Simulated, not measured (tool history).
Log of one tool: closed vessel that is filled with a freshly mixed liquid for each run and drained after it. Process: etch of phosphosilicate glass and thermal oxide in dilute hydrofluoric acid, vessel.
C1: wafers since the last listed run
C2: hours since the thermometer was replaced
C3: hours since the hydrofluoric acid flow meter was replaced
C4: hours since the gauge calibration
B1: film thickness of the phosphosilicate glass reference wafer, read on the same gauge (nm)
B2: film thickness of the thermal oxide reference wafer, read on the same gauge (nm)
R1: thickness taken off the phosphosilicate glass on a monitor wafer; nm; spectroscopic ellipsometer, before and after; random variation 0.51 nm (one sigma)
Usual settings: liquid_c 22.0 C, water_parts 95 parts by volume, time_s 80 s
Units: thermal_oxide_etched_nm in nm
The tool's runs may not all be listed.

{"run": 1, "day": 0.0, "liquid_c": 22.0, "water_parts": 95, "time_s": 100, "C1": 0, "C2": 2041.1, "C3": 241.6, "C4": 1520.8, "B1": 59.98, "B2": 79.973, "R1": 72.48, "thermal_oxide_etched_nm": 4.392}
{"run": 2, "day": 10.7, "liquid_c": 22.0, "water_parts": 130, "time_s": 80, "C1": 35619, "C2": 2297.9, "C3": 498.4, "C4": 1777.6, "B1": 60.0, "B2": 79.992, "R1": 42.08, "thermal_oxide_etched_nm": 2.554}
{"run": 3, "day": 14.612, "liquid_c": 22.0, "water_parts": 130, "time_s": 80, "C1": 13024, "C2": 2391.8, "C3": 592.3, "C4": 1871.5, "B1": 59.98, "B2": 80.033, "R1": 41.93, "thermal_oxide_etched_nm": 2.571}
{"run": 4, "day": 16.9, "liquid_c": 22.0, "water_parts": 130, "time_s": 80, "C1": 7614, "C2": 2446.7, "C3": 647.2, "C4": 1926.4, "B1": 60.0, "B2": 79.986, "R1": 42.98, "thermal_oxide_etched_nm": 2.579}
{"day": 17.512, "done": "gauge calibrated"}
{"run": 5, "day": 19.358, "liquid_c": 25.0, "water_parts": 75, "time_s": 80, "C1": 8183, "C2": 2505.7, "C3": 706.2, "C4": 44.3, "B1": 59.99, "B2": 79.994, "R1": 88.35, "thermal_oxide_etched_nm": 5.411}
{"run": 6, "day": 21.829, "liquid_c": 25.0, "water_parts": 75, "time_s": 80, "C1": 8225, "C2": 2565.0, "C3": 765.5, "C4": 103.6, "B1": 59.99, "B2": 79.987, "R1": 89.92, "thermal_oxide_etched_nm": 5.424}
{"day": 22.575, "done": "hydrofluoric acid flow meter replaced"}
{"run": 7, "day": 24.838, "liquid_c": 22.0, "water_parts": 125, "time_s": 80, "C1": 9875, "C2": 2637.2, "C3": 54.3, "C4": 175.8, "B1": 60.03, "B2": 80.009, "R1": 46.53, "thermal_oxide_etched_nm": 2.852}
{"run": 8, "day": 26.979, "liquid_c": 22.0, "water_parts": 125, "time_s": 80, "C1": 7129, "C2": 2688.6, "C3": 105.7, "C4": 227.2, "B1": 59.98, "B2": 80.009, "R1": 47.58, "thermal_oxide_etched_nm": 2.862}
{"run": 9, "day": 29.871, "liquid_c": 22.0, "water_parts": 125, "time_s": 80, "C1": 9626, "C2": 2758.0, "C3": 175.1, "C4": 296.6, "B1": 59.99, "B2": 80.0, "R1": 46.85, "thermal_oxide_etched_nm": 2.871}
{"run": 10, "day": 32.896, "liquid_c": 22.0, "water_parts": 95, "time_s": 80, "C1": 10069, "C2": 2830.6, "C3": 247.7, "C4": 369.2, "B1": 60.0, "B2": 79.996, "R1": 65.01, "thermal_oxide_etched_nm": 3.884}
{"run": 11, "day": 37.154, "liquid_c": 20.0, "water_parts": 95, "time_s": 40, "C1": 14175, "C2": 2932.8, "C3": 349.9, "C4": 471.4, "B1": 59.99, "B2": 80.023, "R1": 29.5, "thermal_oxide_etched_nm": 1.826}
{"day": 41.779, "done": "thermometer replaced"}
{"run": 12, "day": 44.429, "liquid_c": 22.0, "water_parts": 95, "time_s": 80, "C1": 24079, "C2": 63.6, "C3": 524.5, "C4": 646.0, "B1": 60.03, "B2": 80.005, "R1": 65.25, "thermal_oxide_etched_nm": 3.98}
{"day": 44.708, "done": "hydrofluoric acid flow meter replaced, repeated, since the last time left the tool worse"}
{"run": 13, "day": 46.846, "liquid_c": 22.0, "water_parts": 120, "time_s": 80, "C1": 7906, "C2": 121.6, "C3": 51.3, "C4": 704.0, "B1": 59.99, "B2": 79.997, "R1": 43.73, "thermal_oxide_etched_nm": 2.636}
{"run": 14, "day": 48.467, "liquid_c": 17.0, "water_parts": 130, "time_s": 120, "C1": 5395, "C2": 160.5, "C3": 90.2, "C4": 742.9, "B1": 59.98, "B2": 79.975, "R1": 48.66, "thermal_oxide_etched_nm": 2.977}
{"run": 15, "day": 52.396, "liquid_c": 19.5, "water_parts": 95, "time_s": 60, "C1": 13079, "C2": 254.8, "C3": 184.5, "C4": 837.2, "B1": 60.01, "B2": 80.005, "R1": 38.58, "thermal_oxide_etched_nm": 2.37}
{"run": 16, "day": 55.992, "liquid_c": 22.0, "water_parts": 95, "time_s": 115, "C1": 11970, "C2": 341.1, "C3": 270.8, "C4": 923.5, "B1": 59.99, "B2": 79.995, "R1": 82.06, "thermal_oxide_etched_nm": 5.019}
{"run": 17, "day": 57.904, "liquid_c": 22.0, "water_parts": 95, "time_s": 80, "C1": 6366, "C2": 387.0, "C3": 316.7, "C4": 969.4, "B1": 60.01, "B2": 79.986, "R1": 57.07, "thermal_oxide_etched_nm": 3.53}
{"run": 18, "day": 62.158, "liquid_c": 22.0, "water_parts": 95, "time_s": 130, "C1": 14161, "C2": 489.1, "C3": 418.8, "C4": 1071.5, "B1": 59.99, "B2": 79.992, "R1": 93.53, "thermal_oxide_etched_nm": 5.755}
{"run": 19, "day": 66.462, "liquid_c": 22.0, "water_parts": 55, "time_s": 100, "C1": 14328, "C2": 592.4, "C3": 522.1, "C4": 1174.8, "B1": 59.97, "B2": 79.976, "R1": 134.74, "thermal_oxide_etched_nm": 8.107}
{"run": 20, "day": 68.3, "liquid_c": 22.0, "water_parts": 125, "time_s": 80, "C1": 6116, "C2": 636.5, "C3": 566.2, "C4": 1218.9, "B1": 60.03, "B2": 80.005, "R1": 42.71, "thermal_oxide_etched_nm": 2.646}
{"run": 21, "day": 70.617, "liquid_c": 23.5, "water_parts": 95, "time_s": 120, "C1": 7711, "C2": 692.1, "C3": 621.8, "C4": 1274.5, "B1": 59.99, "B2": 80.016, "R1": 92.93, "thermal_oxide_etched_nm": 5.792}
{"run": 22, "day": 75.133, "liquid_c": 25.0, "water_parts": 75, "time_s": 80, "C1": 15035, "C2": 800.5, "C3": 730.2, "C4": 1382.9, "B1": 60.01, "B2": 79.997, "R1": 86.35, "thermal_oxide_etched_nm": 5.326}
{"run": 23, "day": 76.967, "liquid_c": 22.0, "water_parts": 95, "time_s": 80, "C1": 6103, "C2": 844.5, "C3": 774.2, "C4": 1426.9, "B1": 60.0, "B2": 79.998, "R1": 58.9, "thermal_oxide_etched_nm": 3.671}
{"run": 24, "day": 81.404, "liquid_c": 17.0, "water_parts": 130, "time_s": 120, "C1": 14772, "C2": 951.0, "C3": 880.7, "C4": 1533.4, "B1": 60.04, "B2": 80.003, "R1": 51.06, "thermal_oxide_etched_nm": 3.176}
{"day": 82.929, "done": "hydrofluoric acid flow meter replaced"}
{"run": 25, "day": 84.046, "liquid_c": 25.5, "water_parts": 60, "time_s": 115, "C1": 8655, "C2": 1014.4, "C3": 26.8, "C4": 1596.8, "B1": 59.99, "B2": 80.017, "R1": 152.23, "thermal_oxide_etched_nm": 9.307}
{"run": 26, "day": 89.221, "liquid_c": 23.5, "water_parts": 45, "time_s": 80, "C1": 17227, "C2": 1138.6, "C3": 151.0, "C4": 1721.0, "B1": 59.98, "B2": 80.017, "R1": 132.43, "thermal_oxide_etched_nm": 8.268}

3 ways to go on from here, each from the tool as it stands after run 26. What would each give?
{"run": "A", "day": 89.25, "liquid_c": 22.0, "water_parts": 110, "time_s": 80, "C1": 97, "C2": 1139.3, "C3": 151.7, "C4": 1721.7, "B1": "?", "B2": "?", "R1": "?", "thermal_oxide_etched_nm": "?"}
{"run": "B", "day": 89.25, "liquid_c": 23.5, "water_parts": 70, "time_s": 65, "C1": 97, "C2": 1139.3, "C3": 151.7, "C4": 1721.7, "B1": "?", "B2": "?", "R1": "?", "thermal_oxide_etched_nm": "?"}
{"run": "C", "day": 89.25, "liquid_c": 23.5, "water_parts": 125, "time_s": 45, "C1": 97, "C2": 1139.3, "C3": 151.7, "C4": 1721.7, "B1": "?", "B2": "?", "R1": "?", "thermal_oxide_etched_nm": "?"}

run=A B1=59.95 B2=79.964 R1=47.93 thermal_oxide_etched_nm=2.959
run=B B1=59.95 B2=79.964 R1=68.21 thermal_oxide_etched_nm=4.211
run=C B1=59.95 B2=79.964 R1=24.75 thermal_oxide_etched_nm=1.528
Without the tool's hidden state the same runs would have given:
run=A R1=47.20 thermal_oxide_etched_nm=2.914
run=B R1=67.20 thermal_oxide_etched_nm=4.149
run=C R1=24.37 thermal_oxide_etched_nm=1.504

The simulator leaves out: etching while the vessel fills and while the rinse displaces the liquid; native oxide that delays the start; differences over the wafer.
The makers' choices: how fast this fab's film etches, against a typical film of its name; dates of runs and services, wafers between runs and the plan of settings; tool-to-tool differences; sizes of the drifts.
